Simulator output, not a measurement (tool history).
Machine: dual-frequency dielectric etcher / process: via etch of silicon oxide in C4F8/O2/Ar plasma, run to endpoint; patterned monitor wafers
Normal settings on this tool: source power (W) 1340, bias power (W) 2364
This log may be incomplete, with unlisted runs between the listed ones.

run	hour	source power (W)	bias power (W)	incoming incoming film thickness, nm	endpoint time (s)
1	0.0	1260	2364	1522.8	329.3
2	13.8	1340	2364	1513.5	321.3
3	27.5	1340	2364	1512.3	317.1
4	41.1	1340	2364	1522.7	318.5
5	50.7	1340	2364	1510.3	312.1
6	61.1	1580	2364	1522.2	303.0
7	69.7	1580	2364	1525.2	294.1
8	77.3	1580	2364	1506.5	296.0
9	83.7	1610	2364	1507.3	291.6
10	98.2	1340	2364	1518.3	313.9
11	107.6	1340	2364	1516.6	317.9
12	120.9	1340	2364	1521.1	311.1
13	144.3	1340	2364	1545.8	323.6
14	151.4	1340	2364	1505.7	309.2
# hour 180.3: upper electrode replaced, of another model than before
15	180.8	1340	2364	1524.9	317.7
16	188.2	1340	2364	1520.3	315.5
17	204.9	1340	2364	1525.7	309.2
# hour 231.8: wet clean of the chamber
18	232.3	1640	2364	1525.2	313.1
19	232.7	1540	1959	1536.1	345.8
# hour 238.6: bias power generator calibrated
20	239.1	1020	2150	1517.9	375.5
21	245.4	1080	1867	1520.3	381.2
22	256.7	1470	2954	1517.1	309.3
23	266.1	1340	2364	1525.2	332.1
24	277.9	1590	2000	1528.7	328.9
25	292.0	1630	2921	1519.9	296.7
26	300.3	1550	2523	1507.6	308.6
# hour 309.1: source power generator calibrated
27	341.9	1340	2364	1518.2	331.0
28	357.5	1650	2845	1528.4	297.7
29	368.2	1340	2104	1524.9	346.8
30	379.6	1460	1957	1514.3	334.7
31	392.3	1540	1959	1524.3	328.2
32	406.1	1340	2364	1530.2	325.2
33	415.2	1340	2364	1519.9	332.0
34	427.6	1340	2364	1500.9	320.8

Predict each of these 5 candidate next runs independently; none follows another, all start after run 34:
A	428.1	1470	2364	1522.8	?
B	428.1	1200	2527	1522.8	?
C	428.1	1570	2161	1522.8	?
D	428.1	1030	2793	1522.8	?
E	428.1	1020	2096	1522.8	?

run	endpoint time (s)
A	321.2
B	334.9
C	322.1
D	340.0
E	367.8
With no hidden state in the tool, these same runs would have given:
run	endpoint time (s)
A	324.4
B	338.2
C	325.3
D	343.4
E	371.5
